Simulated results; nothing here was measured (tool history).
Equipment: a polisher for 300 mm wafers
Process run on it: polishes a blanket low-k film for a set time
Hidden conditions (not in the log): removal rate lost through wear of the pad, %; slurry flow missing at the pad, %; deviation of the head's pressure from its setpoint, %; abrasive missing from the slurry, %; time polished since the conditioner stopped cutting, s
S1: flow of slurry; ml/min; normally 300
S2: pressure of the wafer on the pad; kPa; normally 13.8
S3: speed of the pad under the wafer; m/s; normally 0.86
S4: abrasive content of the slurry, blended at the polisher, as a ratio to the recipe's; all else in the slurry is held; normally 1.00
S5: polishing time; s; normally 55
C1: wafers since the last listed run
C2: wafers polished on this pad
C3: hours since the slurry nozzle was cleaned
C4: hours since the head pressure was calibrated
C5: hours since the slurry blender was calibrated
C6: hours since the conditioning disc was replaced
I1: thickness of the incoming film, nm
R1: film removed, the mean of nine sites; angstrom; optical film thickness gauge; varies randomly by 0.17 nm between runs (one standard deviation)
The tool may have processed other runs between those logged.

{"run": 1, "hour": 0.0, "S1": 300, "S2": 13.8, "S3": 0.86, "S4": 0.85, "S5": 69, "C1": 0, "C2": 1070, "C3": 521.8, "C4": 34.3, "C5": 265.0, "C6": 299.2, "I1": 687.8, "R1": 208}
{"hour": 14.9, "done": "slurry nozzle cleaned"}
{"run": 2, "hour": 58.7, "S1": 250, "S2": 13.8, "S3": 0.86, "S4": 1.0, "S5": 55, "C1": 1063, "C2": 2134, "C3": 43.8, "C4": 93.0, "C5": 323.7, "C6": 357.9, "I1": 684.1, "R1": 174}
{"hour": 127.8, "done": "slurry blender recalibrated"}
{"hour": 139.8, "done": "conditioning disc replaced and pad reconditioned"}
{"run": 3, "hour": 148.6, "S1": 250, "S2": 13.8, "S3": 0.86, "S4": 1.0, "S5": 55, "C1": 1583, "C2": 3718, "C3": 133.7, "C4": 182.9, "C5": 20.8, "C6": 8.8, "I1": 695.9, "R1": 176}
{"run": 4, "hour": 190.6, "S1": 250, "S2": 13.8, "S3": 0.86, "S4": 1.0, "S5": 55, "C1": 774, "C2": 4493, "C3": 175.7, "C4": 224.9, "C5": 62.8, "C6": 50.8, "I1": 677.6, "R1": 179}
{"run": 5, "hour": 239.5, "S1": 300, "S2": 13.8, "S3": 0.86, "S4": 1.0, "S5": 43, "C1": 901, "C2": 5394, "C3": 224.6, "C4": 273.8, "C5": 111.7, "C6": 99.7, "I1": 699.4, "R1": 142}
{"hour": 310.2, "done": "worn pad replaced by a new one"}
{"run": 6, "hour": 322.3, "S1": 300, "S2": 13.8, "S3": 0.86, "S4": 1.0, "S5": 43, "C1": 1453, "C2": 222, "C3": 307.4, "C4": 356.6, "C5": 194.5, "C6": 182.5, "I1": 701.6, "R1": 146}
{"run": 7, "hour": 397.7, "S1": 300, "S2": 13.8, "S3": 0.86, "S4": 1.0, "S5": 43, "C1": 1390, "C2": 1612, "C3": 382.8, "C4": 432.0, "C5": 269.9, "C6": 257.9, "I1": 690.3, "R1": 147}
{"run": 8, "hour": 451.1, "S1": 300, "S2": 11.7, "S3": 0.66, "S4": 1.0, "S5": 55, "C1": 984, "C2": 2597, "C3": 436.2, "C4": 485.4, "C5": 323.3, "C6": 311.3, "I1": 702.2, "R1": 139}
{"hour": 475.4, "done": "head pressure recalibrated"}
{"run": 9, "hour": 520.0, "S1": 300, "S2": 13.8, "S3": 0.86, "S4": 0.9, "S5": 42, "C1": 1233, "C2": 3830, "C3": 505.1, "C4": 44.6, "C5": 392.2, "C6": 380.2, "I1": 689.5, "R1": 128}
{"hour": 528.3, "done": "slurry blender recalibrated"}
{"hour": 571.1, "done": "conditioning disc replaced and pad reconditioned"}
{"run": 10, "hour": 602.5, "S1": 300, "S2": 13.8, "S3": 0.86, "S4": 0.9, "S5": 42, "C1": 1447, "C2": 5278, "C3": 587.6, "C4": 127.1, "C5": 74.2, "C6": 31.4, "I1": 698.4, "R1": 130}
{"run": 11, "hour": 657.3, "S1": 300, "S2": 13.8, "S3": 0.7, "S4": 1.0, "S5": 55, "C1": 1010, "C2": 6288, "C3": 642.4, "C4": 181.9, "C5": 129.0, "C6": 86.2, "I1": 682.0, "R1": 156}
{"hour": 704.4, "done": "worn pad replaced by a new one"}
{"hour": 725.8, "done": "slurry nozzle cleaned"}
{"run": 12, "hour": 762.7, "S1": 300, "S2": 18.6, "S3": 0.86, "S4": 1.0, "S5": 55, "C1": 1851, "C2": 1057, "C3": 36.9, "C4": 287.3, "C5": 234.4, "C6": 191.6, "I1": 687.9, "R1": 242}
{"run": 13, "hour": 863.2, "S1": 365, "S2": 13.8, "S3": 1.12, "S4": 1.15, "S5": 61, "C1": 1853, "C2": 2910, "C3": 137.4, "C4": 387.8, "C5": 334.9, "C6": 292.1, "I1": 703.3, "R1": 257}
{"hour": 941.8, "done": "slurry blender recalibrated"}
{"run": 14, "hour": 971.1, "S1": 300, "S2": 12.4, "S3": 0.86, "S4": 1.25, "S5": 55, "C1": 1952, "C2": 4863, "C3": 245.3, "C4": 495.7, "C5": 29.3, "C6": 400.0, "I1": 700.1, "R1": 182}
{"hour": 987.1, "done": "conditioning disc replaced and pad reconditioned"}
{"hour": 995.3, "done": "head pressure recalibrated"}
{"run": 15, "hour": 1077.0, "S1": 300, "S2": 13.8, "S3": 1.12, "S4": 1.0, "S5": 55, "C1": 1878, "C2": 6742, "C3": 351.2, "C4": 81.7, "C5": 135.2, "C6": 89.9, "I1": 698.6, "R1": 210}
{"hour": 1084.4, "done": "worn pad replaced by a new one"}
{"run": 16, "hour": 1179.0, "S1": 300, "S2": 13.8, "S3": 0.86, "S4": 1.0, "S5": 55, "C1": 1807, "C2": 1744, "C3": 453.2, "C4": 183.7, "C5": 237.2, "C6": 191.9, "I1": 702.2, "R1": 178}
{"run": 17, "hour": 1267.4, "S1": 300, "S2": 13.8, "S3": 1.1, "S4": 1.0, "S5": 55, "C1": 1630, "C2": 3374, "C3": 541.6, "C4": 272.1, "C5": 325.6, "C6": 280.3, "I1": 705.3, "R1": 213}
{"run": 18, "hour": 1324.0, "S1": 300, "S2": 16.5, "S3": 0.86, "S4": 1.0, "S5": 55, "C1": 1043, "C2": 4418, "C3": 598.2, "C4": 328.7, "C5": 382.2, "C6": 336.9, "I1": 693.8, "R1": 220}
{"hour": 1352.9, "done": "slurry nozzle cleaned"}
{"hour": 1357.3, "done": "conditioning disc replaced and pad reconditioned"}
{"run": 19, "hour": 1369.8, "S1": 300, "S2": 17.2, "S3": 0.86, "S4": 1.0, "S5": 55, "C1": 789, "C2": 5207, "C3": 16.9, "C4": 374.5, "C5": 428.0, "C6": 12.5, "I1": 703.5, "R1": 233}
{"hour": 1387.7, "done": "slurry blender recalibrated"}
{"hour": 1467.9, "done": "worn pad replaced by a new one"}
{"run": 20, "hour": 1469.3, "S1": 300, "S2": 13.8, "S3": 0.86, "S4": 1.0, "S5": 39, "C1": 1724, "C2": 25, "C3": 116.4, "C4": 474.0, "C5": 81.6, "C6": 112.0, "I1": 696.1, "R1": 134}
{"run": 21, "hour": 1535.4, "S1": 370, "S2": 13.8, "S3": 0.86, "S4": 0.8, "S5": 55, "C1": 1218, "C2": 1244, "C3": 182.5, "C4": 540.1, "C5": 147.7, "C6": 178.1, "I1": 681.1, "R1": 181}
{"hour": 1546.4, "done": "head pressure recalibrated"}
{"run": 22, "hour": 1572.4, "S1": 350, "S2": 17.2, "S3": 0.86, "S4": 1.0, "S5": 55, "C1": 645, "C2": 1890, "C3": 219.5, "C4": 26.0, "C5": 184.7, "C6": 215.1, "I1": 696.0, "R1": 221}
{"run": 23, "hour": 1656.3, "S1": 350, "S2": 13.8, "S3": 1.14, "S4": 1.0, "S5": 55, "C1": 1547, "C2": 3437, "C3": 303.4, "C4": 109.9, "C5": 268.6, "C6": 299.0, "I1": 687.3, "R1": 212}
{"run": 24, "hour": 1736.6, "S1": 300, "S2": 13.8, "S3": 0.86, "S4": 1.0, "S5": 55, "C1": 1480, "C2": 4918, "C3": 383.7, "C4": 190.2, "C5": 348.9, "C6": 379.3, "I1": 694.9, "R1": 179}
{"hour": 1780.8, "done": "slurry blender recalibrated"}
{"hour": 1810.6, "done": "conditioning disc replaced and pad reconditioned"}
{"run": 25, "hour": 1833.4, "S1": 300, "S2": 13.8, "S3": 0.86, "S4": 1.0, "S5": 55, "C1": 1711, "C2": 6629, "C3": 480.5, "C4": 287.0, "C5": 52.6, "C6": 22.8, "I1": 694.1, "R1": 184}

Below are 4 alternative next runs, each starting from the tool's condition after run 25. Predict each:
{"run": "A", "hour": 1833.8, "S1": 300, "S2": 13.8, "S3": 0.86, "S4": 1.25, "S5": 55, "C1": 7, "C2": 6636, "C3": 480.9, "C4": 287.4, "C5": 53.0, "C6": 23.2, "I1": 693.5, "R1": "?"}
{"run": "B", "hour": 1833.8, "S1": 395, "S2": 13.8, "S3": 0.86, "S4": 1.0, "S5": 72, "C1": 7, "C2": 6636, "C3": 480.9, "C4": 287.4, "C5": 53.0, "C6": 23.2, "I1": 693.5, "R1": "?"}
{"run": "C", "hour": 1833.8, "S1": 265, "S2": 13.8, "S3": 1.12, "S4": 1.0, "S5": 70, "C1": 7, "C2": 6636, "C3": 480.9, "C4": 287.4, "C5": 53.0, "C6": 23.2, "I1": 693.5, "R1": "?"}
{"run": "D", "hour": 1833.8, "S1": 300, "S2": 13.8, "S3": 0.86, "S4": 0.75, "S5": 55, "C1": 7, "C2": 6636, "C3": 480.9, "C4": 287.4, "C5": 53.0, "C6": 23.2, "I1": 693.5, "R1": "?"}

run=A R1=197
run=B R1=243
run=C R1=272
run=D R1=166
Without the tool's unlogged condition, the same runs would have read:
run=A R1=183
run=B R1=226
run=C R1=253
run=D R1=155
